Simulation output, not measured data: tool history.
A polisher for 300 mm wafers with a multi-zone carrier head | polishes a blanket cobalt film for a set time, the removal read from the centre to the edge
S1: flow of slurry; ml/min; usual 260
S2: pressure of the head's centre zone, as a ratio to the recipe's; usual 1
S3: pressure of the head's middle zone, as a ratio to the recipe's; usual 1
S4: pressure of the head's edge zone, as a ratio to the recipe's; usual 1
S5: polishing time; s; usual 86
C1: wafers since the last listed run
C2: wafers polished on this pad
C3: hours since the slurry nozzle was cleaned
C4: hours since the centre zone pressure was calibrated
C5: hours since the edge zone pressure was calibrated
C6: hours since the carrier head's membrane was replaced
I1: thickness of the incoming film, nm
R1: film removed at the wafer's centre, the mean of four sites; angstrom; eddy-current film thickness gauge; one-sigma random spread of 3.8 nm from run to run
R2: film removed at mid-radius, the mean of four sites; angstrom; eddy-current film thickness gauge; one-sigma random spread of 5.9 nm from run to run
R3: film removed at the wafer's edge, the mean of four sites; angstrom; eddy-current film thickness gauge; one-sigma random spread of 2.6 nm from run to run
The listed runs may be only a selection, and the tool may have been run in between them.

| run | day | S1 | S2 | S3 | S4 | S5 | C1 | C2 | C3 | C4 | C5 | C6 | I1 | R1 | R2 | R3 |
|---|---|---|---|---|---|---|---|---|---|---|---|---|---|---|---|---|
| 1 | 0 | 330 | 1 | 1 | 0.97 | 86 | 0 | 3134 | 244.5 | 1139.3 | 122.6 | 752.5 | 1170.3 | 3497 | 3690 | 3516 |
|  | 0.529 | worn pad replaced by a new one |
| 2 | 1.812 | 260 | 1 | 1 | 1 | 86 | 526 | 410 | 288 | 1182.8 | 166.1 | 796 | 1157.8 | 3846 | 3911 | 3917 |
| 3 | 3.479 | 260 | 1 | 1 | 1 | 86 | 533 | 943 | 328 | 1222.8 | 206.1 | 836 | 1185.2 | 3789 | 3964 | 3886 |
|  | 4.725 | centre zone pressure recalibrated |
| 4 | 5.167 | 260 | 1 | 0.97 | 1 | 86 | 513 | 1456 | 368.5 | 10.6 | 246.6 | 876.5 | 1161.1 | 3750 | 3814 | 3849 |
|  | 6.096 | carrier head's membrane replaced by a new one |
| 5 | 6.317 | 260 | 1 | 0.97 | 1 | 86 | 301 | 1757 | 396.1 | 38.2 | 274.2 | 5.3 | 1187 | 3749 | 3728 | 3799 |
| 6 | 8.333 | 260 | 1 | 1 | 1 | 86 | 645 | 2402 | 444.5 | 86.6 | 322.6 | 53.7 | 1162.9 | 3632 | 3813 | 3671 |
| 7 | 11.233 | 260 | 1 | 1 | 1.02 | 86 | 927 | 3330 | 514.1 | 156.2 | 392.2 | 123.3 | 1169 | 3353 | 3567 | 3467 |
|  | 11.592 | worn pad replaced by a new one |
| 8 | 12.617 | 260 | 1 | 1 | 1 | 86 | 389 | 327 | 547.3 | 189.4 | 425.4 | 156.5 | 1148 | 3777 | 3955 | 3850 |
| 9 | 13.8 | 215 | 1 | 0.9 | 1 | 86 | 378 | 705 | 575.7 | 217.8 | 453.8 | 184.9 | 1161 | 3684 | 3499 | 3797 |
| 10 | 14.812 | 180 | 1 | 1.12 | 1 | 86 | 323 | 1029 | 600 | 242.1 | 478.1 | 209.2 | 1150.9 | 3589 | 4191 | 3708 |
| 11 | 16.592 | 295 | 0.92 | 1 | 0.96 | 108 | 569 | 1598 | 642.7 | 284.8 | 520.8 | 251.9 | 1175.1 | 4316 | 4796 | 4672 |
|  | 23.446 | worn pad replaced by a new one |
|  | 23.562 | edge zone pressure recalibrated |
| 12 | 23.808 | 340 | 1 | 0.96 | 1 | 95 | 2228 | 89 | 815.9 | 458 | 5.9 | 425.1 | 1162.9 | 4341 | 4353 | 4370 |
|  | 25.975 | slurry nozzle cleaned |
| 13 | 26.55 | 260 | 1 | 1 | 1 | 86 | 863 | 953 | 13.8 | 523.8 | 71.7 | 490.9 | 1177.1 | 3731 | 3854 | 3849 |
| 14 | 29.4 | 315 | 1 | 0.9 | 1 | 86 | 911 | 1865 | 82.2 | 592.2 | 140.1 | 559.3 | 1179.7 | 3733 | 3484 | 3823 |
| 15 | 32.154 | 180 | 1 | 1.12 | 1 | 86 | 880 | 2745 | 148.3 | 658.3 | 206.2 | 625.4 | 1170.9 | 3372 | 3989 | 3511 |

Forecast run 16:
| 16 | 33.796 | 235 | 1 | 1.11 | 1 | 86 | 525 | 3271 | 187.7 | 697.7 | 245.6 | 664.8 | 1166.1 | ? | ? | ? |

R1: 3403 angstrom
R2: 3754 angstrom
R3: 3426 angstrom
Minus the tool's unlogged condition, the same run would have read R1 3883 angstrom, R2 4284 angstrom, R3 3909 angstrom.

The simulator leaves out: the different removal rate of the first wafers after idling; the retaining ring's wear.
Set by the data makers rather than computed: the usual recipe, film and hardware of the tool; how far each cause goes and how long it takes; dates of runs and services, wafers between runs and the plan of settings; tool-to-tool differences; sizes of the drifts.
